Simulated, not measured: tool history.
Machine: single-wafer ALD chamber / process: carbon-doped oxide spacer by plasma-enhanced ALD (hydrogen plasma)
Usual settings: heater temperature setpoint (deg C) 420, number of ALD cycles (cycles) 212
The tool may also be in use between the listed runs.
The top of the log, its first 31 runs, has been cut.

| run | day | heater temperature setpoint (deg C) | number of ALD cycles (cycles) | wafers since the last listed run | hours since the last thermocouple change | hours since the gauge calibration | read-back reference wafer on the same gauge, thickness_nm | mean film thickness on the monitor wafer (nm) |
|---|---|---|---|---|---|---|---|---|
| 32 | 17.183 | 420 | 212 | 32 | 141.1 | 245.3 | 9.605 | 10.172 |
| 33 | 17.475 | 435 | 171 | 14 | 148.1 | 252.3 | 9.602 | 7.807 |
| 34 | 18.071 | 416 | 189 | 29 | 162.4 | 266.6 | 9.607 | 9.105 |
| 35 | 18.596 | 431 | 189 | 25 | 175 | 279.2 | 9.611 | 8.741 |
| 36 | 19.083 | 420 | 212 | 23 | 186.7 | 290.9 | 9.611 | 10.099 |
| 37 | 19.679 | 405 | 212 | 29 | 201 | 305.2 | 9.618 | 10.543 |
| 38 | 20.071 | 425 | 212 | 19 | 210.4 | 314.6 | 9.617 | 9.975 |
| 39 | 20.375 | 420 | 212 | 14 | 217.7 | 321.9 | 9.623 | 10.082 |

Alternative continuations, all from the tool just after run 39; predict every row:
| A | 20.404 | 420 | 196 | 1 | 218.4 | 322.6 | ? | ? |
| B | 20.404 | 414 | 212 | 1 | 218.4 | 322.6 | ? | ? |
| C | 20.404 | 420 | 170 | 1 | 218.4 | 322.6 | ? | ? |
| D | 20.404 | 420 | 225 | 1 | 218.4 | 322.6 | ? | ? |
| E | 20.404 | 420 | 184 | 1 | 218.4 | 322.6 | ? | ? |

| run | read-back reference wafer on the same gauge, thickness_nm | mean film thickness on the monitor wafer (nm) |
|---|---|---|
| A | 9.624 | 9.362 |
| B | 9.624 | 10.296 |
| C | 9.624 | 8.12 |
| D | 9.624 | 10.747 |
| E | 9.624 | 8.788 |
Had the tool no hidden state, the same runs would have come out as:
| run | mean film thickness on the monitor wafer (nm) |
|---|---|
| A | 9.23 |
| B | 10.152 |
| C | 8.006 |
| D | 10.596 |
| E | 8.665 |
